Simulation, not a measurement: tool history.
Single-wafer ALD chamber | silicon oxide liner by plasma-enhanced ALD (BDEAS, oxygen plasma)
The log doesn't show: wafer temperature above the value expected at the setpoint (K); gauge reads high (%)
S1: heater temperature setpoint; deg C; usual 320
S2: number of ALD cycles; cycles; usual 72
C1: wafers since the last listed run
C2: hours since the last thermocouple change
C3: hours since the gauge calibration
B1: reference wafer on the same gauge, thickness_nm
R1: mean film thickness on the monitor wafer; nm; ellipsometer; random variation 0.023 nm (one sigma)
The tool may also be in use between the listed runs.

run	hour	S1	S2	C1	C2	C3	B1	R1
1	0	330	72	0	764.9	567.4	6.708	6.375
2	28.7	330	72	170	793.6	596.1	6.707	6.386
3	92.4	314	72	378	857.3	659.8	6.712	6.527
4	151.6	314	72	351	916.5	719	6.706	6.518
5	208.8	320	72	340	973.7	776.2	6.707	6.42
6	252.4	320	72	259	1017.3	819.8	6.707	6.475
7	285.9	320	72	199	1050.8	853.3	6.715	6.507
8	350.5	320	65	384	1115.4	917.9	6.71	5.831
9	398.4	320	65	284	1163.3	965.8	6.703	5.824
10	431.7	320	65	197	1196.6	999.1	6.709	5.858
11	499.8	320	72	404	1264.7	1067.2	6.715	6.459
12	569.8	320	72	416	1334.7	1137.2	6.712	6.477
13	722.9	320	72	910	1487.8	1290.3	6.706	6.488
# hour 728.1: gauge calibrated
14	777.6	320	82	325	1542.5	49.5	6.707	7.397
15	820.4	320	82	254	1585.3	92.3	6.708	7.325
16	847.8	320	82	162	1612.7	119.7	6.709	7.373
17	891.1	320	72	257	1656	163	6.713	6.477
18	959.2	320	72	404	1724.1	231.1	6.713	6.463
19	1017.8	320	72	348	1782.7	289.7	6.713	6.473
20	1072.7	320	72	326	1837.6	344.6	6.713	6.432
# hour 1147.9: thermocouple changed; heater temperature recalibrated
21	1265.1	332	67	1096	117.2	537	6.712	5.95
22	1296	320	72	183	148.1	567.9	6.711	6.465
23	1346.4	320	72	299	198.5	618.3	6.708	6.472
24	1377.8	312	67	186	229.9	649.7	6.711	6.089
25	1414	307	72	215	266.1	685.9	6.71	6.597
26	1455.6	320	72	247	307.7	727.5	6.707	6.455
27	1480.1	325	61	145	332.2	752	6.708	5.436
28	1504.5	306	72	145	356.6	776.4	6.712	6.6
29	1533	310	61	169	385.1	804.9	6.708	5.553
30	1701.9	320	58	1004	554	973.8	6.711	5.217
31	1763.2	320	72	364	615.3	1035.1	6.711	6.482
32	1810	331	86	278	662.1	1081.9	6.713	7.586
33	1839.9	320	84	177	692	1111.8	6.713	7.52
34	1909.7	320	72	415	761.8	1181.6	6.716	6.441
35	1970.3	320	82	360	822.4	1242.2	6.711	7.389
36	2036.2	316	60	391	888.3	1308.1	6.709	5.434
37	2241.7	314	82	1221	1093.8	1513.6	6.712	7.422
# hour 2251.4: gauge calibrated
38	2270.7	320	83	172	1122.8	19.3	6.716	7.509
39	2317.6	320	72	278	1169.7	66.2	6.71	6.488
40	2376	320	72	347	1228.1	124.6	6.704	6.469

Hidden state at the last listed run before each entry between runs and at the first one after, where it differs:
Between runs 13 and 14: gauge calibrated (hour 728.1)
  no hidden state differs between the two runs
Between runs 20 and 21: thermocouple changed; heater temperature recalibrated (hour 1147.9)
  no hidden state differs between the two runs
Between runs 37 and 38: gauge calibrated (hour 2251.4)
  no hidden state differs between the two runs
